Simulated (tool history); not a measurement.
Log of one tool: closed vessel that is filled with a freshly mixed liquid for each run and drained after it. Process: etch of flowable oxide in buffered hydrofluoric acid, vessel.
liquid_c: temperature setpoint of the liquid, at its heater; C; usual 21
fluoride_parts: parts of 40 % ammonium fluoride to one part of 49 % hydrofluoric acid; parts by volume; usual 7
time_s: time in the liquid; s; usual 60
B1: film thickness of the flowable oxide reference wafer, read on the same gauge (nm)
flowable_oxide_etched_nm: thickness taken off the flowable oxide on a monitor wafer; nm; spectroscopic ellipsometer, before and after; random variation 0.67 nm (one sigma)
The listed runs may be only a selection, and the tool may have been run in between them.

run 1 hour=0 | liquid_c=21 fluoride_parts=5.5 time_s=60 | B1=140.01 | flowable_oxide_etched_nm=258.31
run 2 hour=27 | liquid_c=18.5 fluoride_parts=7 time_s=60 | B1=139.99 | flowable_oxide_etched_nm=182.15
run 3 hour=58.2 | liquid_c=18.5 fluoride_parts=7 time_s=60 | B1=140.01 | flowable_oxide_etched_nm=180.78
run 4 hour=74.9 | liquid_c=24 fluoride_parts=7 time_s=60 | B1=140.03 | flowable_oxide_etched_nm=244.27
run 5 hour=107.1 | liquid_c=21 fluoride_parts=6 time_s=60 | B1=140.01 | flowable_oxide_etched_nm=239.53
run 6 hour=177.6 | liquid_c=21 fluoride_parts=6 time_s=60 | B1=139.98 | flowable_oxide_etched_nm=239.3
run 7 hour=197.6 | liquid_c=21 fluoride_parts=7 time_s=60 | B1=140.02 | flowable_oxide_etched_nm=207.7
run 8 hour=224.4 | liquid_c=21 fluoride_parts=5 time_s=40 | B1=139.98 | flowable_oxide_etched_nm=183.77
run 9 hour=237 | liquid_c=21 fluoride_parts=5 time_s=40 | B1=139.95 | flowable_oxide_etched_nm=184.6
run 10 hour=254.6 | liquid_c=21 fluoride_parts=5 time_s=40 | B1=139.98 | flowable_oxide_etched_nm=185.12
run 11 hour=267 | liquid_c=21 fluoride_parts=7 time_s=60 | B1=140.01 | flowable_oxide_etched_nm=207.51
run 12 hour=299.7 | liquid_c=21 fluoride_parts=7 time_s=60 | B1=140.01 | flowable_oxide_etched_nm=205.38
run 13 hour=328.1 | liquid_c=21 fluoride_parts=7 time_s=60 | B1=140.02 | flowable_oxide_etched_nm=206.68
run 14 hour=358.1 | liquid_c=21 fluoride_parts=7 time_s=60 | B1=139.97 | flowable_oxide_etched_nm=207.24
run 15 hour=385.6 | liquid_c=21 fluoride_parts=7 time_s=60 | B1=140.02 | flowable_oxide_etched_nm=207.02
run 16 hour=419.2 | liquid_c=21 fluoride_parts=7 time_s=60 | B1=140 | flowable_oxide_etched_nm=206.83
run 17 hour=454.9 | liquid_c=21 fluoride_parts=8 time_s=30 | B1=140 | flowable_oxide_etched_nm=89.3
run 18 hour=527.7 | liquid_c=21 fluoride_parts=7 time_s=90 | B1=140.01 | flowable_oxide_etched_nm=303.44
run 19 hour=551 | liquid_c=17.5 fluoride_parts=8 time_s=75 | B1=139.96 | flowable_oxide_etched_nm=179.74
run 20 hour=572.7 | liquid_c=21 fluoride_parts=9.5 time_s=90 | B1=139.98 | flowable_oxide_etched_nm=227.49
run 21 hour=598.6 | liquid_c=24 fluoride_parts=8 time_s=75 | B1=140 | flowable_oxide_etched_nm=257.24
run 22 hour=628.4 | liquid_c=21 fluoride_parts=7 time_s=60 | B1=140 | flowable_oxide_etched_nm=211.08
run 23 hour=642.5 | liquid_c=21 fluoride_parts=7 time_s=30 | B1=140.02 | flowable_oxide_etched_nm=106.25
run 24 hour=672.4 | liquid_c=21 fluoride_parts=7 time_s=60 | B1=139.99 | flowable_oxide_etched_nm=211.11
run 25 hour=685.7 | liquid_c=21 fluoride_parts=7 time_s=60 | B1=140 | flowable_oxide_etched_nm=210.79
run 26 hour=715.2 | liquid_c=21 fluoride_parts=8 time_s=60 | B1=139.99 | flowable_oxide_etched_nm=182.7
run 27 hour=727.4 | liquid_c=24 fluoride_parts=5 time_s=60 | B1=140 | flowable_oxide_etched_nm=331.29
run 28 hour=827.1 | liquid_c=17 fluoride_parts=5 time_s=45 | B1=139.95 | flowable_oxide_etched_nm=167.88
run 29 hour=839.8 | liquid_c=17 fluoride_parts=10 time_s=60 | B1=140.01 | flowable_oxide_etched_nm=119.7
run 30 hour=868.9 | liquid_c=21 fluoride_parts=7 time_s=35 | B1=140.01 | flowable_oxide_etched_nm=122.55
run 31 hour=894.8 | liquid_c=21 fluoride_parts=7 time_s=60 | B1=140.02 | flowable_oxide_etched_nm=210.19

Taken out of this log: 4 entries between the listed runs. Where each belongs, and how the hidden state differs across it:
Between runs 17 and 18: hydrofluoric acid flow meter replaced (hour 481.2)
  hydrofluoric acid flow below the setpoint (%): 2.29 -> 3.9
  the result without the hidden state subtracted from the measured one, flowable_oxide_etched_nm: -2.27 -> -13.3 nm
Between runs 20 and 21: gauge calibrated (hour 592.8)
  hydrofluoric acid flow below the setpoint (%): 4.02 -> 4.08
  the result without the hidden state subtracted from the measured one, flowable_oxide_etched_nm: -5.96 -> -11.9 nm
Between runs 21 and 22: hydrofluoric acid flow meter replaced, repeated, since the last time left the tool worse (hour 621.9)
  hydrofluoric acid flow below the setpoint (%): 4.08 -> 0.0553
  the result without the hidden state subtracted from the measured one, flowable_oxide_etched_nm: -11.9 -> -0.13 nm
Between runs 24 and 25: thermometer replaced (hour 674.8)
  hydrofluoric acid flow below the setpoint (%): 0.167 -> 0.201
  the result without the hidden state subtracted from the measured one, flowable_oxide_etched_nm: -0.39 -> -0.46 nm
